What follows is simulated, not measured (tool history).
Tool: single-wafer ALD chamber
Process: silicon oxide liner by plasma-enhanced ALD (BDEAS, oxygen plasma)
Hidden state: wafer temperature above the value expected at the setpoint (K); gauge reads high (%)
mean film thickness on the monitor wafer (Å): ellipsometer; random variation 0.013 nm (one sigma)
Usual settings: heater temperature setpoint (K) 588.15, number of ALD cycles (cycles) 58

run    hour  heater temperature setpoint (K)  number of ALD cycles (cycles)  wafers since the last listed run  hours since the last thermocouple change  hours since the gauge calibration  read-back reference wafer on the same gauge, thickness_nm  mean film thickness on the monitor wafer (Å)
  1     0.0                           588.15                             58                                 0                                    2083.6                              608.4                                                      5.703                                         52.04
  2    31.9                           588.15                             58                               201                                    2115.5                              640.3                                                      5.706                                         51.91
       66.8  -- gauge calibrated
  3   102.8                           588.15                             58                               447                                    2186.4                               36.0                                                      5.650                                         51.39
  4   164.8                           588.15                             58                               391                                    2248.4                               98.0                                                      5.662                                         51.54
  5   310.0                           588.15                             58                               917                                    2393.6                              243.2                                                      5.674                                         51.61
  6   364.0                           588.15                             64                               341                                    2447.6                              297.2                                                      5.683                                         57.20
  7   422.1                           588.15                             64                               367                                    2505.7                              355.3                                                      5.693                                         57.06
  8   484.5                           588.15                             64                               394                                    2568.1                              417.7                                                      5.699                                         57.29
  9   601.9                           596.15                             58                               741                                    2685.5                              535.1                                                      5.710                                         51.71
      611.9  -- thermocouple changed; heater temperature recalibrated
 10   647.4                           596.15                             58                               236                                      35.5                              580.6                                                      5.714                                         51.72
 11   693.8                           601.15                             50                               293                                      81.9                              627.0                                                      5.724                                         44.19
      694.8  -- gauge calibrated
 12   772.5                           597.15                             65                               497                                     160.6                               77.7                                                      5.631                                         56.65
 13   821.8                           578.15                             58                               311                                     209.9                              127.0                                                      5.638                                         52.04
 14   882.5                           600.15                             66                               383                                     270.6                              187.7                                                      5.639                                         57.77
 15  1086.2                           588.15                             64                              1287                                     474.3                              391.4                                                      5.670                                         56.79
 16  1135.8                           600.15                             62                               313                                     523.9                              441.0                                                      5.669                                         54.33
 17  1162.6                           583.15                             67                               169                                     550.7                              467.8                                                      5.678                                         59.99
 18  1227.0                           588.15                             58                               406                                     615.1                              532.2                                                      5.688                                         51.89
 19  1272.3                           588.15                             58                               286                                     660.4                              577.5                                                      5.691                                         51.81
 20  1298.3                           602.15                             50                               164                                     686.4                              603.5                                                      5.690                                         44.03
 21  1335.1                           602.15                             62                               232                                     723.2                              640.3                                                      5.700                                         54.69

Forecast each of these 4 alternatives for the next run:
  A  1335.6                           588.15                             58                                 3                                     723.7                              640.8                                                          ?                                             ?
  B  1335.6                           597.15                             50                                 3                                     723.7                              640.8                                                          ?                                             ?
  C  1335.6                           575.15                             49                                 3                                     723.7                              640.8                                                          ?                                             ?
  D  1335.6                           588.15                             51                                 3                                     723.7                              640.8                                                          ?                                             ?

run  read-back reference wafer on the same gauge, thickness_nm  mean film thickness on the monitor wafer (Å)
  A                                                      5.700                                         51.86
  B                                                      5.700                                         44.18
  C                                                      5.700                                         44.56
  D                                                      5.700                                         45.60
Without the tool's hidden state the same runs would have given:
run  mean film thickness on the monitor wafer (Å)
  A                                         51.32
  B                                         43.72
  C                                         44.10
  D                                         45.12
